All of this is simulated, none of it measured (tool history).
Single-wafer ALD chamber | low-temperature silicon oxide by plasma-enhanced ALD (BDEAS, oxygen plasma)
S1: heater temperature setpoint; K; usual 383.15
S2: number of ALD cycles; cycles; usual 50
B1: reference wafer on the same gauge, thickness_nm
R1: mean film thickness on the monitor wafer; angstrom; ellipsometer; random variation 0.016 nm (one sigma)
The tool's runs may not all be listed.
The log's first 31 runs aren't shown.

Run 32, hour 833.9: usual settings but S1 378.15 K, S2 53 cycles; B1 5.542. Result: R1 68.91 angstrom.
Run 33, hour 846.2: usual settings; B1 5.542. Result: R1 64.28 angstrom.
Run 34, hour 871.8: usual settings but S1 372.15 K, S2 55 cycles; B1 5.541. Result: R1 71.74 angstrom.
Run 35, hour 888.9: usual settings but S1 379.15 K, S2 47 cycles; B1 5.536. Result: R1 60.82 angstrom.
Run 36, hour 901.4: usual settings but S1 393.15 K, S2 43 cycles; B1 5.541. Result: R1 54.68 angstrom.
Run 37, hour 923.9: usual settings but S1 388.15 K; B1 5.536. Result: R1 63.80 angstrom.
Run 38, hour 938.2: usual settings but S1 371.15 K, S2 54 cycles; B1 5.536. Result: R1 70.51 angstrom.
Run 39, hour 973.8: usual settings but S2 55 cycles; B1 5.542. Result: R1 70.59 angstrom.
Run 40, hour 990.1: usual settings but S1 397.15 K, S2 59 cycles; B1 5.543. Result: R1 74.10 angstrom.
Run 41, hour 1016.5: usual settings but S1 395.15 K, S2 46 cycles; B1 5.539. Result: R1 58.22 angstrom.
Run 42, hour 1052.2: usual settings but S1 389.15 K, S2 42 cycles; B1 5.544. Result: R1 53.29 angstrom.

The next listed run, before its measurement:
Run 43, hour 1070.2: usual settings but S1 374.15 K; B1 ?. Result: R1 ?.

Run 43 gave B1 5.542, R1 64.86 angstrom.
Without the tool's hidden state the same run would have given R1 64.99 angstrom.
